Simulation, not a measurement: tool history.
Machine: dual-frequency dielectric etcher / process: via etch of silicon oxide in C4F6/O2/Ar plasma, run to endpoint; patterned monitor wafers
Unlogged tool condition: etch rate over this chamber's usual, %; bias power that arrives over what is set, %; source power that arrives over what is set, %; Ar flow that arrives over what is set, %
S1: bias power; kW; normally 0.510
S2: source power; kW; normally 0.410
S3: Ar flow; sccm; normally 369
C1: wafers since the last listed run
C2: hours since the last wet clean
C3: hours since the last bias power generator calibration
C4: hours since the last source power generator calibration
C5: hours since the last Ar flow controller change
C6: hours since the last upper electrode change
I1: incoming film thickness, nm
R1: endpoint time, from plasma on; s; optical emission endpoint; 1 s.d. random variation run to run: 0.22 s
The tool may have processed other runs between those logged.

run 1 hour=0.0 | S1=0.510 S2=0.490 S3=334 | C1=0 C2=193.5 C3=3713.6 C4=156.3 C5=3284.8 C6=3066.0 | I1=126.3 | R1=26.5
run 2 hour=39.5 | S1=0.510 S2=0.410 S3=369 | C1=537 C2=233.0 C3=3753.1 C4=195.8 C5=3324.3 C6=3105.5 | I1=126.5 | R1=28.6
-- hour=94.0 Ar flow controller replaced
run 3 hour=96.0 | S1=0.510 S2=0.410 S3=369 | C1=687 C2=289.5 C3=3809.6 C4=252.3 C5=2.0 C6=3162.0 | I1=126.3 | R1=28.7
run 4 hour=178.4 | S1=0.510 S2=0.410 S3=369 | C1=1121 C2=371.9 C3=3892.0 C4=334.7 C5=84.4 C6=3244.4 | I1=124.7 | R1=28.4
run 5 hour=233.0 | S1=0.510 S2=0.410 S3=369 | C1=743 C2=426.5 C3=3946.6 C4=389.3 C5=139.0 C6=3299.0 | I1=126.3 | R1=28.6
-- hour=272.1 bias power generator calibrated
run 6 hour=311.7 | S1=0.510 S2=0.380 S3=369 | C1=1016 C2=505.2 C3=39.6 C4=468.0 C5=217.7 C6=3377.7 | I1=124.4 | R1=28.9
-- hour=348.5 upper electrode replaced, of another model than before
run 7 hour=355.1 | S1=0.510 S2=0.450 S3=369 | C1=264 C2=548.6 C3=83.0 C4=511.4 C5=261.1 C6=6.6 | I1=126.3 | R1=28.3
run 8 hour=391.3 | S1=0.510 S2=0.410 S3=369 | C1=492 C2=584.8 C3=119.2 C4=547.6 C5=297.3 C6=42.8 | I1=125.1 | R1=28.7
run 9 hour=495.7 | S1=0.510 S2=0.410 S3=369 | C1=1421 C2=689.2 C3=223.6 C4=652.0 C5=401.7 C6=147.2 | I1=126.6 | R1=29.3
-- hour=549.7 wet clean of the chamber
run 10 hour=600.5 | S1=0.594 S2=0.490 S3=423 | C1=1099 C2=50.8 C3=328.4 C4=756.8 C5=506.5 C6=252.0 | I1=125.8 | R1=26.9
run 11 hour=705.2 | S1=0.510 S2=0.410 S3=369 | C1=1425 C2=155.5 C3=433.1 C4=861.5 C5=611.2 C6=356.7 | I1=125.5 | R1=28.1
run 12 hour=809.1 | S1=0.510 S2=0.410 S3=409 | C1=1414 C2=259.4 C3=537.0 C4=965.4 C5=715.1 C6=460.6 | I1=126.5 | R1=29.2
run 13 hour=868.4 | S1=0.432 S2=0.490 S3=369 | C1=807 C2=318.7 C3=596.3 C4=1024.7 C5=774.4 C6=519.9 | I1=127.1 | R1=28.8
run 14 hour=922.1 | S1=0.510 S2=0.410 S3=369 | C1=730 C2=372.4 C3=650.0 C4=1078.4 C5=828.1 C6=573.6 | I1=127.1 | R1=29.1
run 15 hour=996.2 | S1=0.622 S2=0.450 S3=329 | C1=1008 C2=446.5 C3=724.1 C4=1152.5 C5=902.2 C6=647.7 | I1=127.0 | R1=27.1
run 16 hour=1068.2 | S1=0.510 S2=0.470 S3=369 | C1=980 C2=518.5 C3=796.1 C4=1224.5 C5=974.2 C6=719.7 | I1=125.3 | R1=28.3
-- hour=1234.7 wet clean of the chamber
run 17 hour=1255.9 | S1=0.616 S2=0.350 S3=401 | C1=2228 C2=21.2 C3=983.8 C4=1412.2 C5=1161.9 C6=907.4 | I1=125.7 | R1=27.4
run 18 hour=1308.4 | S1=0.450 S2=0.310 S3=331 | C1=714 C2=73.7 C3=1036.3 C4=1464.7 C5=1214.4 C6=959.9 | I1=125.8 | R1=29.9
run 19 hour=1347.4 | S1=0.510 S2=0.410 S3=369 | C1=530 C2=112.7 C3=1075.3 C4=1503.7 C5=1253.4 C6=998.9 | I1=127.4 | R1=28.2
run 20 hour=1423.6 | S1=0.449 S2=0.500 S3=396 | C1=1037 C2=188.9 C3=1151.5 C4=1579.9 C5=1329.6 C6=1075.1 | I1=127.2 | R1=28.7
-- hour=1443.3 source power generator calibrated
run 21 hour=1513.1 | S1=0.606 S2=0.310 S3=442 | C1=1163 C2=278.4 C3=1241.0 C4=69.8 C5=1419.1 C6=1164.6 | I1=125.6 | R1=29.4
run 22 hour=1619.8 | S1=0.449 S2=0.500 S3=396 | C1=1452 C2=385.1 C3=1347.7 C4=176.5 C5=1525.8 C6=1271.3 | I1=125.7 | R1=28.8
run 23 hour=1683.5 | S1=0.510 S2=0.410 S3=369 | C1=867 C2=448.8 C3=1411.4 C4=240.2 C5=1589.5 C6=1335.0 | I1=126.3 | R1=28.5
run 24 hour=1733.6 | S1=0.449 S2=0.500 S3=396 | C1=681 C2=498.9 C3=1461.5 C4=290.3 C5=1639.6 C6=1385.1 | I1=125.8 | R1=29.1
run 25 hour=1773.9 | S1=0.608 S2=0.410 S3=369 | C1=548 C2=539.2 C3=1501.8 C4=330.6 C5=1679.9 C6=1425.4 | I1=125.8 | R1=28.2

For run 26, what comes out?
-- hour=1836.2 wet clean of the chamber
run 26 hour=1858.5 | S1=0.510 S2=0.410 S3=369 | C1=824 C2=22.3 C3=1586.4 C4=415.2 C5=1764.5 C6=1510.0 | I1=125.6 | R1=?

{"run 26": {"R1": 28.4}}
Minus the tool's unlogged condition, the same run would have read R1 28.2 s.
